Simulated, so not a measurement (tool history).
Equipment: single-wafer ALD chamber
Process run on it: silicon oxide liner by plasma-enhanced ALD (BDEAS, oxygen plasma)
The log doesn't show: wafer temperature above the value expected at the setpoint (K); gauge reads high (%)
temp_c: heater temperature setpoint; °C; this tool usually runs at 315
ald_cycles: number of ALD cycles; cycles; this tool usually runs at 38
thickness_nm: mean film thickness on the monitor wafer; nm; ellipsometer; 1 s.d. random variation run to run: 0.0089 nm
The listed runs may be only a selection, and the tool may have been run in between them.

| run | hour | temp_c | ald_cycles | wafers since the last listed run | hours since the last thermocouple change | hours since the gauge calibration | read-back reference wafer on the same gauge, thickness_nm | thickness_nm |
|---|---|---|---|---|---|---|---|---|
| 1 | 0 | 326 | 34 | 0 | 1567.3 | 347.3 | 4.179 | 3.369 |
| 2 | 29.8 | 326 | 34 | 152 | 1597.1 | 377.1 | 4.18 | 3.379 |
| 3 | 52.4 | 306 | 38 | 115 | 1619.7 | 399.7 | 4.183 | 3.869 |
| 4 | 81.7 | 315 | 38 | 149 | 1649 | 429 | 4.183 | 3.845 |
| 5 | 109.6 | 315 | 38 | 142 | 1676.9 | 456.9 | 4.179 | 3.83 |
| 6 | 127.1 | 315 | 38 | 89 | 1694.4 | 474.4 | 4.179 | 3.839 |
| 7 | 147 | 319 | 38 | 101 | 1714.3 | 494.3 | 4.186 | 3.816 |
| 8 | 182.9 | 315 | 44 | 183 | 1750.2 | 530.2 | 4.188 | 4.449 |
| 9 | 214.1 | 315 | 44 | 159 | 1781.4 | 561.4 | 4.187 | 4.445 |
| 10 | 228.1 | 315 | 44 | 71 | 1795.4 | 575.4 | 4.189 | 4.442 |
| 11 | 260.9 | 315 | 38 | 167 | 1828.2 | 608.2 | 4.182 | 3.851 |
| 12 | 294.9 | 315 | 38 | 173 | 1862.2 | 642.2 | 4.193 | 3.862 |
| 13 | 313.1 | 315 | 38 | 92 | 1880.4 | 660.4 | 4.192 | 3.844 |
|  | 323.1 | gauge calibrated |
| 14 | 415.3 | 324 | 45 | 521 | 1982.6 | 92.2 | 4.157 | 4.455 |
| 15 | 434.8 | 324 | 35 | 99 | 2002.1 | 111.7 | 4.157 | 3.455 |
| 16 | 456 | 315 | 32 | 108 | 2023.3 | 132.9 | 4.158 | 3.213 |
| 17 | 490.6 | 327 | 32 | 176 | 2057.9 | 167.5 | 4.166 | 3.176 |
| 18 | 520.1 | 326 | 34 | 150 | 2087.4 | 197 | 4.168 | 3.384 |
| 19 | 545.5 | 300 | 36 | 129 | 2112.8 | 222.4 | 4.175 | 3.696 |
|  | 569.4 | thermocouple changed; heater temperature recalibrated |
| 20 | 569.9 | 309 | 38 | 83 | 0.5 | 246.8 | 4.174 | 3.862 |
| 21 | 595.3 | 303 | 44 | 129 | 25.9 | 272.2 | 4.182 | 4.503 |
| 22 | 609.1 | 315 | 31 | 70 | 39.7 | 286 | 4.181 | 3.124 |
| 23 | 711 | 310 | 44 | 520 | 141.6 | 387.9 | 4.193 | 4.483 |

What will run 24 give?
| 24 | 741.9 | 315 | 33 | 157 | 172.5 | 418.8 | ? | ? |

{"run 24": {"read-back reference wafer on the same gauge, thickness_nm": 4.196, "thickness_nm": 3.327}}
With the hidden condition absent and the run-to-run variation left alone, this run would have shown thickness_nm 3.278 nm.
